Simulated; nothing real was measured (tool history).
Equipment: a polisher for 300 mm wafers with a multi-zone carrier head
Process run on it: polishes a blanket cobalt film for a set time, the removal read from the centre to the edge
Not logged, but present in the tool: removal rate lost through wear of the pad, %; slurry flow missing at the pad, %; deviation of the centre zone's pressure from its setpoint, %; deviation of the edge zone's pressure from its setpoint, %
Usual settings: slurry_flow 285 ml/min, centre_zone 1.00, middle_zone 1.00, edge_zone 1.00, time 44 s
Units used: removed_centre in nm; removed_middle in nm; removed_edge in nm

| run | hour | slurry_flow | centre_zone | middle_zone | edge_zone | time | wafers since the last listed run | wafers polished on this pad | hours since the slurry nozzle was cleaned | hours since the centre zone pressure was calibrated | hours since the edge zone pressure was calibrated | hours since the carrier head's membrane was replaced | incoming thickness of the incoming film, nm | removed_centre | removed_middle | removed_edge |
|---|---|---|---|---|---|---|---|---|---|---|---|---|---|---|---|---|
| 1 | 0.0 | 235 | 1.00 | 1.00 | 1.00 | 44 | 0 | 5 | 163.2 | 794.8 | 636.0 | 1037.4 | 1123.5 | 179.7 | 177.9 | 182.3 |
|  | 34.4 | slurry nozzle cleaned |
| 2 | 34.9 | 285 | 1.00 | 1.00 | 1.00 | 44 | 366 | 372 | 0.5 | 829.7 | 670.9 | 1072.3 | 1085.8 | 184.2 | 183.7 | 187.0 |
|  | 44.1 | centre zone pressure recalibrated |
| 3 | 63.8 | 360 | 1.00 | 0.91 | 1.00 | 44 | 290 | 662 | 29.4 | 19.7 | 699.8 | 1101.2 | 1076.5 | 188.8 | 176.7 | 183.7 |
|  | 69.4 | edge zone pressure recalibrated |
|  | 83.4 | carrier head's membrane replaced by a new one |
| 4 | 89.3 | 360 | 1.00 | 0.91 | 1.00 | 44 | 199 | 862 | 54.9 | 45.2 | 19.9 | 5.9 | 1094.6 | 192.5 | 179.0 | 191.9 |
| 5 | 123.6 | 360 | 1.00 | 0.91 | 1.00 | 44 | 370 | 1233 | 89.2 | 79.5 | 54.2 | 40.2 | 1096.2 | 186.2 | 177.9 | 189.4 |
| 6 | 143.3 | 285 | 1.00 | 1.00 | 1.00 | 44 | 212 | 1446 | 108.9 | 99.2 | 73.9 | 59.9 | 1087.3 | 187.6 | 182.5 | 185.7 |
|  | 170.3 | worn pad replaced by a new one |
| 7 | 176.2 | 315 | 0.96 | 1.00 | 1.11 | 37 | 312 | 63 | 141.8 | 132.1 | 106.8 | 92.8 | 1098.4 | 149.1 | 155.6 | 164.5 |
| 8 | 198.8 | 285 | 1.00 | 1.00 | 1.00 | 44 | 244 | 307 | 164.4 | 154.7 | 129.4 | 115.4 | 1108.4 | 185.0 | 184.6 | 187.5 |
| 9 | 227.8 | 285 | 1.11 | 0.92 | 0.92 | 44 | 313 | 620 | 193.4 | 183.7 | 158.4 | 144.4 | 1110.4 | 202.0 | 177.6 | 176.7 |
|  | 260.2 | slurry nozzle cleaned |
| 10 | 287.4 | 285 | 1.00 | 1.00 | 1.00 | 44 | 633 | 1254 | 27.2 | 243.3 | 218.0 | 204.0 | 1099.2 | 183.1 | 183.5 | 185.9 |
| 11 | 316.8 | 380 | 0.92 | 1.00 | 0.91 | 44 | 317 | 1571 | 56.6 | 272.7 | 247.4 | 233.4 | 1113.4 | 176.6 | 187.1 | 184.2 |
|  | 342.7 | worn pad replaced by a new one |
| 12 | 350.6 | 285 | 1.00 | 1.00 | 1.00 | 44 | 321 | 85 | 90.4 | 306.5 | 281.2 | 267.2 | 1106.5 | 181.9 | 183.5 | 187.8 |
| 13 | 368.2 | 285 | 1.00 | 0.92 | 1.00 | 44 | 190 | 275 | 108.0 | 324.1 | 298.8 | 284.8 | 1081.3 | 185.0 | 173.9 | 190.1 |
| 14 | 394.6 | 285 | 1.00 | 1.00 | 1.00 | 55 | 285 | 560 | 134.4 | 350.5 | 325.2 | 311.2 | 1096.5 | 225.9 | 226.9 | 227.8 |
| 15 | 425.9 | 285 | 1.00 | 1.00 | 1.00 | 44 | 338 | 899 | 165.7 | 381.8 | 356.5 | 342.5 | 1115.7 | 181.4 | 184.3 | 184.7 |
| 16 | 445.4 | 190 | 1.00 | 1.00 | 0.91 | 44 | 210 | 1109 | 185.2 | 401.3 | 376.0 | 362.0 | 1093.7 | 175.3 | 173.2 | 173.2 |
|  | 447.3 | slurry nozzle cleaned |
| 17 | 465.1 | 285 | 1.00 | 1.00 | 1.00 | 44 | 202 | 1311 | 17.8 | 421.0 | 395.7 | 381.7 | 1094.6 | 180.7 | 184.3 | 189.5 |
| 18 | 488.9 | 245 | 0.88 | 1.00 | 0.89 | 57 | 257 | 1568 | 41.6 | 444.8 | 419.5 | 405.5 | 1081.5 | 201.6 | 229.3 | 227.3 |
| 19 | 521.8 | 285 | 1.03 | 0.91 | 1.08 | 32 | 355 | 1924 | 74.5 | 477.7 | 452.4 | 438.4 | 1097.3 | 138.3 | 125.4 | 136.6 |
|  | 541.9 | worn pad replaced by a new one |
| 20 | 548.6 | 285 | 1.00 | 1.00 | 1.00 | 49 | 246 | 72 | 101.3 | 504.5 | 479.2 | 465.2 | 1076.7 | 206.8 | 202.8 | 202.0 |
| 21 | 575.4 | 240 | 1.00 | 1.00 | 1.00 | 36 | 289 | 362 | 128.1 | 531.3 | 506.0 | 492.0 | 1118.9 | 143.4 | 148.5 | 149.4 |
| 22 | 607.5 | 225 | 0.93 | 1.10 | 1.04 | 44 | 346 | 708 | 160.2 | 563.4 | 538.1 | 524.1 | 1094.5 | 163.8 | 190.3 | 191.1 |
| 23 | 641.3 | 285 | 1.00 | 1.00 | 1.00 | 44 | 365 | 1074 | 194.0 | 597.2 | 571.9 | 557.9 | 1096.3 | 185.1 | 181.9 | 185.7 |

Forecast each of these 3 alternatives for the next run:
| A | 641.7 | 285 | 1.00 | 1.00 | 1.00 | 44 | 4 | 1078 | 194.4 | 597.6 | 572.3 | 558.3 | 1117.4 | ? | ? | ? |
| B | 641.7 | 285 | 1.11 | 1.08 | 1.00 | 44 | 4 | 1078 | 194.4 | 597.6 | 572.3 | 558.3 | 1117.4 | ? | ? | ? |
| C | 641.7 | 235 | 1.00 | 1.00 | 0.89 | 44 | 4 | 1078 | 194.4 | 597.6 | 572.3 | 558.3 | 1117.4 | ? | ? | ? |

| run | removed_centre | removed_middle | removed_edge |
|---|---|---|---|
| A | 179.6 | 182.4 | 185.0 |
| B | 199.6 | 191.7 | 184.9 |
| C | 174.8 | 178.0 | 172.0 |
Had the tool no hidden state, the same runs would have come out as:
| run | removed_centre | removed_middle | removed_edge |
|---|---|---|---|
| A | 179.6 | 182.4 | 185.0 |
| B | 199.6 | 191.7 | 184.9 |
| C | 174.8 | 178.0 | 172.0 |
